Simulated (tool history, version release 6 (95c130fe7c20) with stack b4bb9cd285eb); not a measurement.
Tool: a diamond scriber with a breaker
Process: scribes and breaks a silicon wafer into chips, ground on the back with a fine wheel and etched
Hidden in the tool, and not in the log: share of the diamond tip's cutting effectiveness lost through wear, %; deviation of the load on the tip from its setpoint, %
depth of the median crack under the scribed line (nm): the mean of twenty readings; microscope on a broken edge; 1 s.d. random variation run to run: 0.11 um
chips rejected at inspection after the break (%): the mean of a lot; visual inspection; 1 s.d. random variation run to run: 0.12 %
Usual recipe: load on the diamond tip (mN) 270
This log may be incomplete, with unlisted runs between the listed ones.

run,hour,load on the diamond tip (mN),wafers since the last listed run,hours since the diamond tip was replaced,hours since the load on the tip was calibrated,"incoming depth of the damage left on the back of the incoming wafer, um",depth of the median crack under the scribed line (nm),chips rejected at inspection after the break (%)
1,0.0,270,0,147.1,361.5,0.65,13490,2.47
2,36.6,270,73,183.7,398.1,0.46,13390,2.85
3,65.9,298,59,213.0,427.4,0.60,14970,8.65
4,101.3,298,71,248.4,462.8,0.61,15240,8.23
5,149.4,298,96,296.5,510.9,0.54,15420,8.31
# hour 174.6: load on the tip recalibrated
6,185.8,270,69,332.9,11.2,0.77,15080,6.45
7,231.1,270,91,378.2,56.5,0.77,14790,5.78
8,286.5,270,111,433.6,111.9,0.73,14970,7.85
9,321.3,270,70,468.4,146.7,0.68,15060,7.56
10,350.8,270,59,497.9,176.2,0.72,15220,7.66
11,395.2,270,89,542.3,220.6,0.49,14930,7.82
# hour 402.1: diamond tip replaced by a new one
12,433.0,270,72,30.9,258.4,0.40,15290,8.79
13,464.1,270,62,62.0,289.5,0.76,15250,9.31
14,504.0,295,80,101.9,329.4,0.40,17070,17.08
# hour 526.0: load on the tip recalibrated, repeated, since the last time left the tool worse
15,570.3,295,129,168.2,44.3,0.38,14140,3.64
16,634.7,295,129,232.6,108.7,0.35,13970,3.83
17,661.7,270,54,259.6,135.7,0.80,12770,1.72
18,718.4,334,114,316.3,192.4,0.79,16140,12.76
19,756.7,299,77,354.6,230.7,0.60,14650,5.18
20,805.4,270,98,403.3,279.4,0.51,13290,2.11
21,829.7,234,48,427.6,303.7,0.61,10970,5.02
# hour 841.4: diamond tip replaced by a new one
22,873.2,218,83,31.8,347.2,0.31,10260,12.07
23,910.1,270,74,68.7,384.1,0.67,13280,2.24
24,964.8,270,110,123.4,438.8,0.79,13420,2.62
25,992.4,307,55,151.0,466.4,0.65,15540,9.30
26,1027.2,348,70,185.8,501.2,0.75,17450,19.67
27,1093.4,332,133,252.0,567.4,0.51,16790,17.17
# hour 1111.8: load on the tip recalibrated
28,1121.2,301,51,279.8,9.4,0.41,14440,4.58
29,1147.6,270,53,306.2,35.8,0.58,12640,1.78
30,1187.9,323,81,346.5,76.1,0.62,15350,8.51
31,1218.7,241,62,377.3,106.9,0.40,11240,4.95
# hour 1288.0: diamond tip replaced by a new one
32,1288.5,323,136,0.5,176.7,0.44,15600,9.09
33,1325.0,303,73,37.0,213.2,0.72,14960,5.83
34,1370.7,193,92,82.7,258.9,0.68,8390,31.70
35,1416.9,320,93,128.9,305.1,0.40,15720,10.76
36,1477.4,270,121,189.4,365.6,0.31,13540,2.13
37,1543.7,270,133,255.7,431.9,0.30,13500,2.24
38,1731.9,321,379,443.9,620.1,0.53,16430,13.88
# hour 1761.9: load on the tip recalibrated
# hour 1864.0: diamond tip replaced by a new one
39,1909.9,270,350,45.9,148.0,0.67,13230,2.13
40,1947.9,270,76,83.9,186.0,0.34,13130,1.97

Branching from run 40: 5 alternative next runs. What would each branch give?
A,1948.5,270,1,84.5,186.6,0.40,?,?
B,1948.5,249,1,84.5,186.6,0.40,?,?
C,1948.5,237,1,84.5,186.6,0.40,?,?
D,1948.5,189,1,84.5,186.6,0.40,?,?
E,1948.5,350,1,84.5,186.6,0.40,?,?

run,depth of the median crack under the scribed line (nm),chips rejected at inspection after the break (%)
A,13250,2.30
B,12060,2.67
C,11350,4.90
D,8240,36.11
E,17390,20.81
Had the tool no hidden state, the same runs would have come out as:
run,depth of the median crack under the scribed line (nm),chips rejected at inspection after the break (%)
A,12760,1.98
B,11610,3.90
C,10920,7.06
D,7930,41.00
E,16740,16.79

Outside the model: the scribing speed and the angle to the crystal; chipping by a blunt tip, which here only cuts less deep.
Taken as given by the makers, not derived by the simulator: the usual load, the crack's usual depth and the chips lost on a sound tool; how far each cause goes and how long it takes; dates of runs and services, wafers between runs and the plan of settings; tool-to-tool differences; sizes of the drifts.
